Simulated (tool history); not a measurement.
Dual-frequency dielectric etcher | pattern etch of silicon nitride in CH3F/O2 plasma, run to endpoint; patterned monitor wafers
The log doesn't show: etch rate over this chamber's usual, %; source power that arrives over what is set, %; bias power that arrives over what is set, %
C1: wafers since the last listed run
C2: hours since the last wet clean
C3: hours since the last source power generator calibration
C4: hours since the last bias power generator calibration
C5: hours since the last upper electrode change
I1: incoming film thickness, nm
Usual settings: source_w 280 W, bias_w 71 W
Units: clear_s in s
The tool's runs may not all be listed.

run 1 hour=0 | source_w=280 bias_w=82 | C1=0 C2=406.8 C3=2515.7 C4=1503.6 C5=4316.9 | I1=71.5 | clear_s=91.3
run 2 hour=16.9 | source_w=280 bias_w=84 | C1=174 C2=423.7 C3=2532.6 C4=1520.5 C5=4333.8 | I1=72.5 | clear_s=91.6
run 3 hour=23.3 | source_w=280 bias_w=84 | C1=66 C2=430.1 C3=2539 C4=1526.9 C5=4340.2 | I1=72.6 | clear_s=91.8
run 4 hour=34.8 | source_w=280 bias_w=84 | C1=118 C2=441.6 C3=2550.5 C4=1538.4 C5=4351.7 | I1=72.2 | clear_s=91.5
run 5 hour=43 | source_w=280 bias_w=71 | C1=84 C2=449.8 C3=2558.7 C4=1546.6 C5=4359.9 | I1=72.2 | clear_s=93.9
run 6 hour=52.4 | source_w=280 bias_w=71 | C1=97 C2=459.2 C3=2568.1 C4=1556 C5=4369.3 | I1=71.6 | clear_s=94.3
run 7 hour=69.1 | source_w=240 bias_w=58 | C1=172 C2=475.9 C3=2584.8 C4=1572.7 C5=4386 | I1=71.6 | clear_s=103.9
-- hour=104.9 wet clean of the chamber
run 8 hour=105.4 | source_w=240 bias_w=58 | C1=127 C2=0.5 C3=2621.1 C4=1609 C5=4422.3 | I1=72 | clear_s=106.3
run 9 hour=105.8 | source_w=240 bias_w=58 | C1=4 C2=0.9 C3=2621.5 C4=1609.4 C5=4422.7 | I1=72.5 | clear_s=105.2
run 10 hour=109 | source_w=280 bias_w=67 | C1=33 C2=4.1 C3=2624.7 C4=1612.6 C5=4425.9 | I1=71.5 | clear_s=94.2
run 11 hour=119.8 | source_w=280 bias_w=71 | C1=111 C2=14.9 C3=2635.5 C4=1623.4 C5=4436.7 | I1=72.2 | clear_s=94.6
run 12 hour=134.9 | source_w=280 bias_w=56 | C1=156 C2=30 C3=2650.6 C4=1638.5 C5=4451.8 | I1=72.3 | clear_s=100.8
run 13 hour=146.2 | source_w=280 bias_w=58 | C1=116 C2=41.3 C3=2661.9 C4=1649.8 C5=4463.1 | I1=72.8 | clear_s=100.6
-- hour=153.2 source power generator calibrated
-- hour=170.7 upper electrode replaced
run 14 hour=171.2 | source_w=240 bias_w=71 | C1=36 C2=66.3 C3=18 C4=1674.8 C5=0.5 | I1=71.5 | clear_s=99.2
run 15 hour=175.1 | source_w=320 bias_w=88 | C1=40 C2=70.2 C3=21.9 C4=1678.7 C5=4.4 | I1=72.5 | clear_s=86.6
run 16 hour=189 | source_w=280 bias_w=71 | C1=143 C2=84.1 C3=35.8 C4=1692.6 C5=18.3 | I1=71.9 | clear_s=94.1
-- hour=197.5 bias power generator calibrated
run 17 hour=198.7 | source_w=320 bias_w=71 | C1=58 C2=93.8 C3=45.5 C4=1.2 C5=28 | I1=71.9 | clear_s=90.2
run 18 hour=213.8 | source_w=260 bias_w=54 | C1=156 C2=108.9 C3=60.6 C4=16.3 C5=43.1 | I1=71.7 | clear_s=103.3
run 19 hour=221.8 | source_w=280 bias_w=84 | C1=82 C2=116.9 C3=68.6 C4=24.3 C5=51.1 | I1=71.8 | clear_s=90.5
run 20 hour=232.4 | source_w=280 bias_w=71 | C1=109 C2=127.5 C3=79.2 C4=34.9 C5=61.7 | I1=72.1 | clear_s=93.2
run 21 hour=239.2 | source_w=310 bias_w=71 | C1=70 C2=134.3 C3=86 C4=41.7 C5=68.5 | I1=72.1 | clear_s=90.8
run 22 hour=273.7 | source_w=280 bias_w=66 | C1=356 C2=168.8 C3=120.5 C4=76.2 C5=103 | I1=71.7 | clear_s=95.7
run 23 hour=282.5 | source_w=280 bias_w=88 | C1=91 C2=177.6 C3=129.3 C4=85 C5=111.8 | I1=72.1 | clear_s=89.2
run 24 hour=297.2 | source_w=260 bias_w=82 | C1=152 C2=192.3 C3=144 C4=99.7 C5=126.5 | I1=72.9 | clear_s=95
run 25 hour=312.5 | source_w=260 bias_w=84 | C1=158 C2=207.6 C3=159.3 C4=115 C5=141.8 | I1=71.3 | clear_s=91.5
run 26 hour=330.1 | source_w=340 bias_w=71 | C1=182 C2=225.2 C3=176.9 C4=132.6 C5=159.4 | I1=71.9 | clear_s=88.3
run 27 hour=366.7 | source_w=280 bias_w=71 | C1=378 C2=261.8 C3=213.5 C4=169.2 C5=196 | I1=72.8 | clear_s=95.8
run 28 hour=381.3 | source_w=210 bias_w=62 | C1=151 C2=276.4 C3=228.1 C4=183.8 C5=210.6 | I1=71.6 | clear_s=108.4
run 29 hour=394.3 | source_w=240 bias_w=56 | C1=134 C2=289.4 C3=241.1 C4=196.8 C5=223.6 | I1=72.1 | clear_s=105.3
run 30 hour=411.9 | source_w=240 bias_w=81 | C1=182 C2=307 C3=258.7 C4=214.4 C5=241.2 | I1=72 | clear_s=96.2
run 31 hour=426.5 | source_w=280 bias_w=71 | C1=151 C2=321.6 C3=273.3 C4=229 C5=255.8 | I1=71.4 | clear_s=92.8
run 32 hour=443.5 | source_w=320 bias_w=58 | C1=175 C2=338.6 C3=290.3 C4=246 C5=272.8 | I1=73.2 | clear_s=95.5
run 33 hour=454.1 | source_w=330 bias_w=71 | C1=109 C2=349.2 C3=300.9 C4=256.6 C5=283.4 | I1=73.2 | clear_s=90.3
run 34 hour=471.7 | source_w=220 bias_w=58 | C1=182 C2=366.8 C3=318.5 C4=274.2 C5=301 | I1=72.7 | clear_s=109.3
run 35 hour=487.6 | source_w=320 bias_w=65 | C1=164 C2=382.7 C3=334.4 C4=290.1 C5=316.9 | I1=72.5 | clear_s=93.1

5 ways to go on from here, each from the tool as it stands after run 35. What would each give?
run A hour=488.1 | source_w=280 bias_w=76 | C1=5 C2=383.2 C3=334.9 C4=290.6 C5=317.4 | I1=71.8 | clear_s=?
run B hour=488.1 | source_w=340 bias_w=76 | C1=5 C2=383.2 C3=334.9 C4=290.6 C5=317.4 | I1=71.8 | clear_s=?
run C hour=488.1 | source_w=300 bias_w=78 | C1=5 C2=383.2 C3=334.9 C4=290.6 C5=317.4 | I1=71.8 | clear_s=?
run D hour=488.1 | source_w=230 bias_w=66 | C1=5 C2=383.2 C3=334.9 C4=290.6 C5=317.4 | I1=71.8 | clear_s=?
run E hour=488.1 | source_w=250 bias_w=64 | C1=5 C2=383.2 C3=334.9 C4=290.6 C5=317.4 | I1=71.8 | clear_s=?

run=A clear_s=91.9
run=B clear_s=85.5
run=C clear_s=89
run=D clear_s=102.1
run=E clear_s=99.6
Without the tool's hidden state the same runs would have given:
run=A clear_s=91.9
run=B clear_s=85.5
run=C clear_s=89
run=D clear_s=102.1
run=E clear_s=99.6
